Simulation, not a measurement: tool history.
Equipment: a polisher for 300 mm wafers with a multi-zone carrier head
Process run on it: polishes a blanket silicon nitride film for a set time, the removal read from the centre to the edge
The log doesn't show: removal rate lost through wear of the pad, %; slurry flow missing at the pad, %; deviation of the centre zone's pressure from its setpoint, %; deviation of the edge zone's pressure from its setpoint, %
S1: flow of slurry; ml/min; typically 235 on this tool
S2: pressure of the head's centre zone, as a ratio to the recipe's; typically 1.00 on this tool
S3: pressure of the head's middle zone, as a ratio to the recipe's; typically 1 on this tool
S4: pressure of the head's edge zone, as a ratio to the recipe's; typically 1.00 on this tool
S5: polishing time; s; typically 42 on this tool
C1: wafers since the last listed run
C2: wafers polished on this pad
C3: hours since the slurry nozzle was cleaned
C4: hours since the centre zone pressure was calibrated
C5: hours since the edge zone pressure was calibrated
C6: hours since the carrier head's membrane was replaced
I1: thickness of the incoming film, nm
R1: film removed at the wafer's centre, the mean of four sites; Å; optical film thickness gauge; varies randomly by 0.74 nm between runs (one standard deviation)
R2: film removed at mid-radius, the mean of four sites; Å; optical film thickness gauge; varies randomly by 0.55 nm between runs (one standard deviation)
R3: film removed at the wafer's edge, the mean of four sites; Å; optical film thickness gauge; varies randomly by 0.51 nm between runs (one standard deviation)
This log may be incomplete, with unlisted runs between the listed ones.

run,day,S1,S2,S3,S4,S5,C1,C2,C3,C4,C5,C6,I1,R1,R2,R3
1,0.000,235,1.00,1,1.00,42,0,978,280.2,544.9,158.2,222.3,430.4,524,511,490
2,2.379,235,1.00,1,1.00,42,671,1649,337.3,602.0,215.3,279.4,437.9,528,506,470
3,6.225,235,1.00,1,1.00,42,1084,2734,429.6,694.3,307.6,371.7,426.2,512,482,463
4,9.083,235,0.91,1,1.00,42,806,3540,498.2,762.9,376.2,440.3,429.9,484,476,464
# day 10.658: slurry nozzle cleaned
5,10.742,235,0.91,1,1.00,42,456,3996,2.0,802.7,416.0,480.1,437.0,461,470,456
# day 13.971: carrier head's membrane replaced by a new one
# day 14.038: worn pad replaced by a new one
6,14.579,235,1.10,1,1.04,42,1004,152,94.1,894.8,508.1,14.6,430.5,605,530,523
# day 17.121: centre zone pressure recalibrated
7,17.900,235,0.91,1,1.00,42,913,1066,173.8,18.7,587.8,94.3,431.9,452,498,492
8,20.883,235,1.00,1,1.00,42,841,1907,245.4,90.3,659.4,165.9,424.6,489,490,472
9,24.717,235,1.00,1,1.00,30,1081,2989,337.4,182.3,751.4,257.9,433.2,343,339,325
10,26.462,235,1.00,1,1.00,42,492,3481,379.3,224.2,793.3,299.8,425.3,480,475,464
# day 29.312: slurry nozzle cleaned
11,30.942,235,1.00,1,1.00,42,1251,4733,39.1,331.7,900.8,407.3,427.3,471,466,456
12,32.808,235,1.00,1,0.96,30,526,5260,83.9,376.5,945.6,452.1,430.6,356,342,314

Predict the results of run 13:
# day 33.367: worn pad replaced by a new one
# day 34.208: carrier head's membrane replaced by a new one
13,35.000,235,1.00,1,1.08,32,512,402,136.5,429.1,998.2,19.0,432.3,?,?,?

Run 13 gave R1 402 Å, R2 395 Å, R3 394 Å.
The same run, on a tool lacking any hidden state, would have yielded R1 405 Å, R2 411 Å, R3 410 Å.
